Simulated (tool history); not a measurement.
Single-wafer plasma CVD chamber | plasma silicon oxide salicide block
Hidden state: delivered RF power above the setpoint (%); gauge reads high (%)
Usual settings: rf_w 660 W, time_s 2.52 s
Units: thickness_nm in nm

run,hour,rf_w,time_s,wafers since the last listed run,hours since the last RF generator calibration,hours since the showerhead was replaced,hours since the gauge calibration,"read-back reference wafer on the same gauge, thickness_nm",thickness_nm
1,0.0,660,2.52,0,1348.5,7492.1,571.8,24.243,28.280
2,16.3,660,2.52,435,1364.8,7508.4,588.1,24.251,28.323
3,51.4,710,2.30,938,1399.9,7543.5,623.2,24.222,26.375
4,75.1,710,2.30,633,1423.6,7567.2,646.9,24.203,26.335
5,98.2,630,2.52,617,1446.7,7590.3,670.0,24.232,28.063
6,113.8,630,2.52,417,1462.3,7605.9,685.6,24.192,28.039
7,130.6,660,2.52,449,1479.1,7622.7,702.4,24.191,28.353
8,148.8,660,2.52,486,1497.3,7640.9,720.6,24.189,28.412
9,176.9,660,2.52,751,1525.4,7669.0,748.7,24.202,28.331
10,204.2,695,2.73,730,1552.7,7696.3,776.0,24.206,31.246
11,230.5,660,2.52,703,1579.0,7722.6,802.3,24.193,28.610
12,289.4,660,2.52,1575,1637.9,7781.5,861.2,24.184,28.310
13,316.6,660,2.52,727,1665.1,7808.7,888.4,24.147,28.414
14,351.0,660,2.91,920,1699.5,7843.1,922.8,24.152,32.636
15,382.9,660,2.89,853,1731.4,7875.0,954.7,24.173,32.563
16,396.2,660,2.23,355,1744.7,7888.3,968.0,24.139,25.124
# hour 401.8: gauge calibrated
# hour 428.0: RF generator calibrated
17,428.5,660,2.52,649,0.5,7920.6,26.7,24.803,29.259
18,446.0,660,2.52,468,18.0,7938.1,44.2,24.780,28.917
19,472.4,660,2.52,706,44.4,7964.5,70.6,24.758,29.026
20,486.6,660,2.52,379,58.6,7978.7,84.8,24.721,28.946
21,501.4,660,2.52,395,73.4,7993.5,99.6,24.701,28.993
22,527.0,660,2.52,684,99.0,8019.1,125.2,24.683,28.859
23,544.0,660,2.52,454,116.0,8036.1,142.2,24.657,28.947
24,556.1,615,2.65,323,128.1,8048.2,154.3,24.640,29.795
25,569.9,660,2.52,369,141.9,8062.0,168.1,24.604,28.685
26,600.1,760,2.17,807,172.1,8092.2,198.3,24.583,25.682
27,626.1,660,2.52,695,198.1,8118.2,224.3,24.534,28.641
28,639.0,660,2.91,345,211.0,8131.1,237.2,24.549,33.262
29,684.0,660,2.52,1203,256.0,8176.1,282.2,24.494,28.642
30,716.0,715,2.12,855,288.0,8208.1,314.2,24.462,24.487
31,735.5,780,2.29,521,307.5,8227.6,333.7,24.458,27.150
32,756.6,570,2.52,564,328.6,8248.7,354.8,24.426,27.776
33,787.3,710,2.87,821,359.3,8279.4,385.5,24.429,33.315
34,809.9,660,2.73,604,381.9,8302.0,408.1,24.403,31.151
35,831.1,560,2.82,567,403.1,8323.2,429.3,24.402,30.912
# hour 841.3: showerhead replaced
36,862.0,765,2.66,612,434.0,20.7,460.2,24.375,31.315
37,891.5,605,2.15,789,463.5,50.2,489.7,24.387,23.750
38,911.1,660,2.75,524,483.1,69.8,509.3,24.356,31.001
39,941.6,715,2.73,815,513.6,100.3,539.8,24.341,31.613
40,959.6,660,2.52,481,531.6,118.3,557.8,24.334,28.487
41,993.5,595,2.93,906,565.5,152.2,591.7,24.326,32.285
42,1011.2,660,2.52,473,583.2,169.9,609.4,24.304,28.634
43,1041.8,660,2.52,818,613.8,200.5,640.0,24.310,28.372
44,1074.2,660,2.52,866,646.2,232.9,672.4,24.282,28.519
45,1089.8,595,2.39,417,661.8,248.5,688.0,24.310,26.328

The same runs without the tool's hidden state, with the same run-to-run variation:
run,thickness_nm
1,28.929
2,28.980
3,27.000
4,26.967
5,28.744
6,28.725
7,29.051
8,29.117
9,29.041
10,32.037
11,29.340
12,29.045
13,29.157
14,33.496
15,33.427
16,25.791
17,29.236
18,28.930
19,29.090
20,29.036
21,29.109
22,29.016
23,29.132
24,30.003
25,28.906
26,25.916
27,28.933
28,33.619
29,28.998
30,24.817
31,27.533
32,28.185
33,33.834
34,31.654
35,31.427
36,31.857
37,24.176
38,31.568
39,32.208
40,29.032
41,32.919
42,29.204
43,28.948
44,29.109
45,26.878
